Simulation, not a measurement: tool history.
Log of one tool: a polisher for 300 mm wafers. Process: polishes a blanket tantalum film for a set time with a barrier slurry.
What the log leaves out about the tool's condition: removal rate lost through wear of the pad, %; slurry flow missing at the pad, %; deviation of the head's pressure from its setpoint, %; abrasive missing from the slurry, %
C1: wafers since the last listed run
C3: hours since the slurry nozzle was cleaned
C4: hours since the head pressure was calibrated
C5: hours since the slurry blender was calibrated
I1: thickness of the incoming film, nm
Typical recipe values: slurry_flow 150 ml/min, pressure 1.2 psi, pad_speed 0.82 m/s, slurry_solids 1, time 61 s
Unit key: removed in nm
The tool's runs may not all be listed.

run 1 day=0 | slurry_flow=150 pressure=1.1 pad_speed=0.82 slurry_solids=1 time=61 | C1=0 wafers_polished_on_this_pad=1486 C3=205.8 C4=79.6 C5=324.8 | I1=190.2 | removed=53.2
run 2 day=2.412 | slurry_flow=150 pressure=1.1 pad_speed=0.82 slurry_solids=1 time=61 | C1=483 wafers_polished_on_this_pad=1970 C3=263.7 C4=137.5 C5=382.7 | I1=191.7 | removed=52.3
run 3 day=6.408 | slurry_flow=150 pressure=1.2 pad_speed=0.82 slurry_solids=1 time=61 | C1=801 wafers_polished_on_this_pad=2771 C3=359.6 C4=233.4 C5=478.6 | I1=193.9 | removed=56.6
run 4 day=10.8 | slurry_flow=150 pressure=1.2 pad_speed=0.82 slurry_solids=1 time=52 | C1=880 wafers_polished_on_this_pad=3651 C3=465 C4=338.8 C5=584 | I1=189.7 | removed=48.3
-- day=11.146 slurry blender recalibrated
run 5 day=12.317 | slurry_flow=150 pressure=1.2 pad_speed=0.82 slurry_solids=1 time=52 | C1=287 wafers_polished_on_this_pad=3939 C3=501.4 C4=375.2 C5=28.1 | I1=192 | removed=47.4
-- day=14.971 slurry nozzle cleaned
-- day=16.079 worn pad replaced by a new one
run 6 day=22.171 | slurry_flow=150 pressure=1.2 pad_speed=0.82 slurry_solids=1 time=52 | C1=1934 wafers_polished_on_this_pad=1221 C3=172.8 C4=611.7 C5=264.6 | I1=192.7 | removed=49.4
run 7 day=24.938 | slurry_flow=150 pressure=1.2 pad_speed=0.82 slurry_solids=1 time=61 | C1=554 wafers_polished_on_this_pad=1776 C3=239.2 C4=678.1 C5=331 | I1=186.9 | removed=57.3
run 8 day=26.975 | slurry_flow=150 pressure=1.2 pad_speed=0.82 slurry_solids=1 time=61 | C1=408 wafers_polished_on_this_pad=2184 C3=288.1 C4=727 C5=379.9 | I1=188.1 | removed=56.7
run 9 day=31.312 | slurry_flow=180 pressure=1.2 pad_speed=0.82 slurry_solids=1 time=61 | C1=869 wafers_polished_on_this_pad=3054 C3=392.2 C4=831.1 C5=484 | I1=187.7 | removed=58.1
-- day=34.825 head pressure recalibrated
-- day=36.292 slurry blender recalibrated
run 10 day=37.762 | slurry_flow=180 pressure=1.2 pad_speed=0.82 slurry_solids=1 time=61 | C1=1260 wafers_polished_on_this_pad=4314 C3=547 C4=70.5 C5=35.3 | I1=185.7 | removed=58.3
-- day=38.196 slurry nozzle cleaned
run 11 day=41.667 | slurry_flow=180 pressure=1.2 pad_speed=0.82 slurry_solids=1 time=61 | C1=774 wafers_polished_on_this_pad=5089 C3=83.3 C4=164.2 C5=129 | I1=189 | removed=57.7
-- day=42.75 worn pad replaced by a new one
run 12 day=46.192 | slurry_flow=150 pressure=1.2 pad_speed=0.82 slurry_solids=1 time=71 | C1=873 wafers_polished_on_this_pad=689 C3=191.9 C4=272.8 C5=237.6 | I1=193.1 | removed=68.4
run 13 day=50.012 | slurry_flow=190 pressure=1.1 pad_speed=0.68 slurry_solids=1 time=76 | C1=766 wafers_polished_on_this_pad=1456 C3=283.6 C4=364.5 C5=329.3 | I1=187 | removed=56.1
run 14 day=52.804 | slurry_flow=150 pressure=0.8 pad_speed=0.82 slurry_solids=1 time=61 | C1=559 wafers_polished_on_this_pad=2015 C3=350.6 C4=431.5 C5=396.3 | I1=185.9 | removed=38.5
run 15 day=55.325 | slurry_flow=190 pressure=1.1 pad_speed=0.68 slurry_solids=1 time=76 | C1=505 wafers_polished_on_this_pad=2521 C3=411.1 C4=492 C5=456.8 | I1=189.2 | removed=56.2
run 16 day=57.762 | slurry_flow=150 pressure=0.9 pad_speed=0.64 slurry_solids=1 time=53 | C1=488 wafers_polished_on_this_pad=3010 C3=469.6 C4=550.5 C5=515.3 | I1=192.4 | removed=28.8
run 17 day=59.946 | slurry_flow=150 pressure=1.2 pad_speed=1 slurry_solids=1 time=44 | C1=437 wafers_polished_on_this_pad=3448 C3=522 C4=602.9 C5=567.7 | I1=190.2 | removed=49.7
run 18 day=62.642 | slurry_flow=150 pressure=1.2 pad_speed=0.82 slurry_solids=1.15 time=61 | C1=540 wafers_polished_on_this_pad=3988 C3=586.7 C4=667.6 C5=632.4 | I1=190.2 | removed=58.5
-- day=63.983 slurry blender recalibrated
run 19 day=64.621 | slurry_flow=150 pressure=1.2 pad_speed=0.82 slurry_solids=1 time=61 | C1=380 wafers_polished_on_this_pad=4368 C3=634.2 C4=715.1 C5=15.3 | I1=187 | removed=56.1
-- day=66.733 slurry nozzle cleaned
run 20 day=68.65 | slurry_flow=150 pressure=0.9 pad_speed=1 slurry_solids=1 time=45 | C1=799 wafers_polished_on_this_pad=5168 C3=46 C4=811.8 C5=112 | I1=189.5 | removed=37.8
run 21 day=71.892 | slurry_flow=150 pressure=1.2 pad_speed=0.82 slurry_solids=1 time=61 | C1=650 wafers_polished_on_this_pad=5818 C3=123.8 C4=889.6 C5=189.8 | I1=190.6 | removed=55.9
-- day=73.846 worn pad replaced by a new one
-- day=74.117 head pressure recalibrated
run 22 day=75.338 | slurry_flow=150 pressure=1.2 pad_speed=0.82 slurry_solids=1 time=61 | C1=640 wafers_polished_on_this_pad=282 C3=206.5 C4=29.3 C5=272.5 | I1=188 | removed=58.6
run 23 day=79.042 | slurry_flow=150 pressure=1.2 pad_speed=0.82 slurry_solids=0.75 time=41 | C1=742 wafers_polished_on_this_pad=1024 C3=295.4 C4=118.2 C5=361.4 | I1=187.8 | removed=35.8
run 24 day=81.992 | slurry_flow=150 pressure=1.2 pad_speed=0.82 slurry_solids=0.75 time=78 | C1=591 wafers_polished_on_this_pad=1616 C3=366.2 C4=189 C5=432.2 | I1=191 | removed=67.8
run 25 day=86.254 | slurry_flow=150 pressure=1.2 pad_speed=0.82 slurry_solids=1.25 time=77 | C1=854 wafers_polished_on_this_pad=2471 C3=468.5 C4=291.3 C5=534.5 | I1=188.5 | removed=75.5
run 26 day=90.367 | slurry_flow=150 pressure=1.2 pad_speed=0.82 slurry_solids=1 time=61 | C1=824 wafers_polished_on_this_pad=3295 C3=567.2 C4=390 C5=633.2 | I1=193.6 | removed=56.4
run 27 day=93.912 | slurry_flow=165 pressure=1.5 pad_speed=0.82 slurry_solids=1 time=61 | C1=711 wafers_polished_on_this_pad=4006 C3=652.3 C4=475.1 C5=718.3 | I1=186.9 | removed=71.3
-- day=94.517 slurry nozzle cleaned
-- day=94.562 slurry blender recalibrated
run 28 day=97.929 | slurry_flow=130 pressure=1.2 pad_speed=0.82 slurry_solids=1 time=41 | C1=788 wafers_polished_on_this_pad=4794 C3=81.9 C4=571.5 C5=80.8 | I1=192.7 | removed=36.9
-- day=103.438 worn pad replaced by a new one
run 29 day=110.542 | slurry_flow=150 pressure=1.2 pad_speed=0.82 slurry_solids=1 time=61 | C1=2495 wafers_polished_on_this_pad=1424 C3=384.6 C4=874.2 C5=383.5 | I1=190.3 | removed=57.9

Consider 5 possible next runs. They are alternatives, not a sequence: every one starts from the tool as it was left by run 29. What does each give?
run A day=110.558 | slurry_flow=150 pressure=1.2 pad_speed=0.82 slurry_solids=1 time=61 | C1=3 wafers_polished_on_this_pad=1427 C3=385 C4=874.6 C5=383.9 | I1=190.1 | removed=?
run B day=110.558 | slurry_flow=190 pressure=1.5 pad_speed=0.82 slurry_solids=0.75 time=61 | C1=3 wafers_polished_on_this_pad=1427 C3=385 C4=874.6 C5=383.9 | I1=190.1 | removed=?
run C day=110.558 | slurry_flow=150 pressure=1.2 pad_speed=0.82 slurry_solids=1.1 time=61 | C1=3 wafers_polished_on_this_pad=1427 C3=385 C4=874.6 C5=383.9 | I1=190.1 | removed=?
run D day=110.558 | slurry_flow=115 pressure=1.4 pad_speed=0.58 slurry_solids=0.75 time=61 | C1=3 wafers_polished_on_this_pad=1427 C3=385 C4=874.6 C5=383.9 | I1=190.1 | removed=?
run E day=110.558 | slurry_flow=165 pressure=1.2 pad_speed=0.56 slurry_solids=1 time=71 | C1=3 wafers_polished_on_this_pad=1427 C3=385 C4=874.6 C5=383.9 | I1=190.1 | removed=?

run=A removed=57.1
run=B removed=69
run=C removed=58.4
run=D removed=41.3
run=E removed=46.2
Had the tool no hidden state, the same runs would have come out as:
run=A removed=59.2
run=B removed=71.5
run=C removed=60.5
run=D removed=42.8
run=E removed=47.8

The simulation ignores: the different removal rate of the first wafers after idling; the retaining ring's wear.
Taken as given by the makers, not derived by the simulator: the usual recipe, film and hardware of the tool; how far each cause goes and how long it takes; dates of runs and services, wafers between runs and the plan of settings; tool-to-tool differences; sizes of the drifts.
